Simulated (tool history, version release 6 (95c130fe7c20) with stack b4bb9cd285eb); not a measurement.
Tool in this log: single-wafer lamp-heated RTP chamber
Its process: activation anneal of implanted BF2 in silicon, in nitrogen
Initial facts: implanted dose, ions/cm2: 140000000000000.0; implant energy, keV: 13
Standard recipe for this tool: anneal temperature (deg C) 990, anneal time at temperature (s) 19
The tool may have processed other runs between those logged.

run,hour,anneal temperature (deg C),anneal time at temperature (s),"read-back reference wafer on the same gauge, sheet resistance",sheet resistance of the implanted and annealed layer (ohm/square)
1,0,990,19,713.26,770.13
# hour 13: reflector plate cleaned
2,189.6,990,19,714.18,769.51
3,279.8,990,19,714.79,771.63
4,327.9,990,19,715.08,770.59
# hour 361.8: gauge calibrated
# hour 365.3: reflector plate cleaned
5,381.6,990,16,708.07,767.19
# hour 454.5: pyrometer window cleaned and pyrometer calibrated
6,458.4,990,16,710.36,769.32
7,532.6,990,16,711.8,768.6
8,630.6,976,11,712.85,775.19
# hour 681.1: reflector plate cleaned
9,738.2,990,19,713.95,771.51
10,794.5,980,29,714.52,766.39
# hour 925: pyrometer window cleaned and pyrometer calibrated
# hour 991: gauge calibrated
# hour 1093: reflector plate cleaned
11,1100.1,990,11,710.4,770.47
12,1140.5,971,9,710.93,778.49
13,1199.2,974,14,712.2,772.89
14,1251.2,990,8,712.16,778.02

Run-by-run hidden state of the tool:
true wafer temperature minus pyrometer reading, K: 0 in every run
wafer temperature error from the tarnished reflector plate, K: 0 in every run
H1: gauge reads high (%)
run,H1
1,0.9
2,1.09
3,1.13
4,1.15
5,0.167
6,0.468
7,0.674
8,0.858
9,0.985
10,1.03
11,0.451
12,0.565
13,0.697
14,0.788
